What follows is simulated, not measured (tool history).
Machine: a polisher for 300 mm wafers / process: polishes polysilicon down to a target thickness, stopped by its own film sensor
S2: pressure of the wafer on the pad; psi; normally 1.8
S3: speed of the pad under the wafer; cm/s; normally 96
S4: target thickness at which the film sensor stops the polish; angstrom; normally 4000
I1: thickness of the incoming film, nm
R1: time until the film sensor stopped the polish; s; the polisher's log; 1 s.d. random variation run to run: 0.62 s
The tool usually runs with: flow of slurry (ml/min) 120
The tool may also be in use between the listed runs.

run 1 hour=0 | flow_of_slurry_(ml/min)=120 S2=1.8 S3=96 S4=4000 | I1=688.2 | R1=56.8
-- hour=40.3 slurry nozzle cleaned
run 2 hour=101.1 | flow_of_slurry_(ml/min)=120 S2=1.8 S3=122 S4=4000 | I1=697.4 | R1=41.6
run 3 hour=194.7 | flow_of_slurry_(ml/min)=120 S2=1.8 S3=96 S4=4000 | I1=688.2 | R1=52.9
-- hour=214.6 worn pad replaced by a new one
run 4 hour=294.8 | flow_of_slurry_(ml/min)=120 S2=1.8 S3=84 S4=4620 | I1=703.7 | R1=52.6
run 5 hour=363.1 | flow_of_slurry_(ml/min)=120 S2=1.8 S3=96 S4=4000 | I1=683.4 | R1=55
-- hour=430.5 slurry nozzle cleaned
-- hour=439.8 worn pad replaced by a new one, of another model than before
run 6 hour=443.9 | flow_of_slurry_(ml/min)=105 S2=1.8 S3=82 S4=4000 | I1=697.1 | R1=58.8
-- hour=493.8 head pressure recalibrated
run 7 hour=514.4 | flow_of_slurry_(ml/min)=105 S2=1.8 S3=82 S4=4000 | I1=687.2 | R1=56.6
run 8 hour=599.6 | flow_of_slurry_(ml/min)=120 S2=1.8 S3=96 S4=4000 | I1=700.4 | R1=53.8
run 9 hour=673.5 | flow_of_slurry_(ml/min)=95 S2=2 S3=96 S4=4000 | I1=704.4 | R1=54
-- hour=726.2 worn pad replaced by a new one
-- hour=740.2 slurry nozzle cleaned
run 10 hour=745.8 | flow_of_slurry_(ml/min)=120 S2=1.8 S3=72 S4=3000 | I1=698 | R1=81.3
run 11 hour=825 | flow_of_slurry_(ml/min)=145 S2=2 S3=108 S4=4840 | I1=694.9 | R1=33
run 12 hour=880.8 | flow_of_slurry_(ml/min)=120 S2=1.8 S3=96 S4=4550 | I1=692.3 | R1=42.8
-- hour=948.3 head pressure recalibrated
run 13 hour=956.6 | flow_of_slurry_(ml/min)=120 S2=1.8 S3=96 S4=4000 | I1=690 | R1=53.1
-- hour=981.4 worn pad replaced by a new one
run 14 hour=1013 | flow_of_slurry_(ml/min)=120 S2=1.8 S3=96 S4=4000 | I1=691.6 | R1=52.5
-- hour=1092.8 slurry nozzle cleaned
run 15 hour=1100.7 | flow_of_slurry_(ml/min)=120 S2=1.8 S3=96 S4=4000 | I1=698.1 | R1=53.1
run 16 hour=1185.4 | flow_of_slurry_(ml/min)=120 S2=1.8 S3=96 S4=4920 | I1=690.2 | R1=35
-- hour=1254.6 worn pad replaced by a new one
run 17 hour=1285 | flow_of_slurry_(ml/min)=105 S2=1.8 S3=118 S4=4310 | I1=690.7 | R1=41.1

List, for all runs, the conditions of the tool that the log does not record:
removal rate lost through wear of the pad, %: 0 on each run
deviation of the head's pressure from its setpoint, %: 0 on each run
H1: slurry flow missing at the pad, %
run=1 H1=28.8
run=2 H1=3.93
run=3 H1=8.75
run=4 H1=18.6
run=5 H1=28
run=6 H1=0.568
run=7 H1=2.21
run=8 H1=7.38
run=9 H1=14.7
run=10 H1=4.89
run=11 H1=6.61
run=12 H1=9.62
run=13 H1=16.1
run=14 H1=22.7
run=15 H1=1.29
run=16 H1=3.33
run=17 H1=10.1
